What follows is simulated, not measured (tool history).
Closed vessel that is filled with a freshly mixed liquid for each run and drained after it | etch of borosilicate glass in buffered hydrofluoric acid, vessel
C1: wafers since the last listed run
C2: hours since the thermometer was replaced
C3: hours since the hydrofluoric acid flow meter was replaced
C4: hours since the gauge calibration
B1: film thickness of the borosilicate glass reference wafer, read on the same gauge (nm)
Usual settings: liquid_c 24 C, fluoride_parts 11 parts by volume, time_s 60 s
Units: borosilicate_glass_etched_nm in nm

run 1 hour=0 | liquid_c=24 fluoride_parts=11 time_s=60 | C1=0 C2=1833.6 C3=176.2 C4=133 | B1=150.01 | borosilicate_glass_etched_nm=64.03
run 2 hour=52.1 | liquid_c=24 fluoride_parts=11 time_s=60 | C1=5773 C2=1885.7 C3=228.3 C4=185.1 | B1=149.95 | borosilicate_glass_etched_nm=63.54
run 3 hour=82.2 | liquid_c=20.5 fluoride_parts=8 time_s=60 | C1=3335 C2=1915.8 C3=258.4 C4=215.2 | B1=150 | borosilicate_glass_etched_nm=71.3
run 4 hour=121.8 | liquid_c=20.5 fluoride_parts=8 time_s=60 | C1=4388 C2=1955.4 C3=298 C4=254.8 | B1=150 | borosilicate_glass_etched_nm=70.96
run 5 hour=190.8 | liquid_c=20.5 fluoride_parts=8 time_s=60 | C1=7645 C2=2024.4 C3=367 C4=323.8 | B1=149.98 | borosilicate_glass_etched_nm=71.48
run 6 hour=240.2 | liquid_c=24 fluoride_parts=11 time_s=85 | C1=5474 C2=2073.8 C3=416.4 C4=373.2 | B1=149.95 | borosilicate_glass_etched_nm=90.9
run 7 hour=282.3 | liquid_c=24 fluoride_parts=11 time_s=60 | C1=4665 C2=2115.9 C3=458.5 C4=415.3 | B1=149.96 | borosilicate_glass_etched_nm=64.49
run 8 hour=335.9 | liquid_c=24 fluoride_parts=11 time_s=60 | C1=5939 C2=2169.5 C3=512.1 C4=468.9 | B1=149.99 | borosilicate_glass_etched_nm=64.53
-- hour=369.7 hydrofluoric acid flow meter replaced
run 9 hour=374.1 | liquid_c=24 fluoride_parts=11 time_s=60 | C1=4122 C2=2207.7 C3=4.4 C4=507.1 | B1=150.02 | borosilicate_glass_etched_nm=65.41
run 10 hour=455.2 | liquid_c=20.5 fluoride_parts=8 time_s=60 | C1=8986 C2=2288.8 C3=85.5 C4=588.2 | B1=150.01 | borosilicate_glass_etched_nm=73.68
run 11 hour=485.5 | liquid_c=22.5 fluoride_parts=13.5 time_s=30 | C1=3357 C2=2319.1 C3=115.8 C4=618.5 | B1=150.03 | borosilicate_glass_etched_nm=24.97
run 12 hour=513.3 | liquid_c=22.5 fluoride_parts=11 time_s=60 | C1=3080 C2=2346.9 C3=143.6 C4=646.3 | B1=150.02 | borosilicate_glass_etched_nm=60.94
-- hour=517.6 thermometer replaced
-- hour=553 hydrofluoric acid flow meter replaced, repeated, since the last time left the tool worse
-- hour=556.4 gauge calibrated
run 13 hour=583.3 | liquid_c=24 fluoride_parts=11 time_s=30 | C1=7535 C2=65.7 C3=30.3 C4=26.9 | B1=149.99 | borosilicate_glass_etched_nm=31.57
run 14 hour=645.8 | liquid_c=20 fluoride_parts=13.5 time_s=40 | C1=6925 C2=128.2 C3=92.8 C4=89.4 | B1=150.02 | borosilicate_glass_etched_nm=27.85
run 15 hour=675.9 | liquid_c=25.5 fluoride_parts=11 time_s=85 | C1=3335 C2=158.3 C3=122.9 C4=119.5 | B1=149.99 | borosilicate_glass_etched_nm=97.73
run 16 hour=739 | liquid_c=24 fluoride_parts=11 time_s=60 | C1=6992 C2=221.4 C3=186 C4=182.6 | B1=149.96 | borosilicate_glass_etched_nm=63.89
run 17 hour=786.8 | liquid_c=20.5 fluoride_parts=10 time_s=30 | C1=5296 C2=269.2 C3=233.8 C4=230.4 | B1=149.96 | borosilicate_glass_etched_nm=28.99
run 18 hour=836.7 | liquid_c=19.5 fluoride_parts=12.5 time_s=60 | C1=5529 C2=319.1 C3=283.7 C4=280.3 | B1=150.02 | borosilicate_glass_etched_nm=44.3

Forecast each of these 3 alternatives for the next run:
run A hour=837.4 | liquid_c=21 fluoride_parts=11 time_s=60 | C1=77 C2=319.8 C3=284.4 C4=281 | B1=? | borosilicate_glass_etched_nm=?
run B hour=837.4 | liquid_c=19.5 fluoride_parts=7.5 time_s=85 | C1=77 C2=319.8 C3=284.4 C4=281 | B1=? | borosilicate_glass_etched_nm=?
run C hour=837.4 | liquid_c=24 fluoride_parts=9.5 time_s=60 | C1=77 C2=319.8 C3=284.4 C4=281 | B1=? | borosilicate_glass_etched_nm=?

run=A B1=149.96 borosilicate_glass_etched_nm=54.48
run=B B1=149.96 borosilicate_glass_etched_nm=102.5
run=C B1=149.96 borosilicate_glass_etched_nm=72.37
Without the tool's hidden state the same runs would have given:
run=A borosilicate_glass_etched_nm=53.7
run=B borosilicate_glass_etched_nm=100.85
run=C borosilicate_glass_etched_nm=71.69
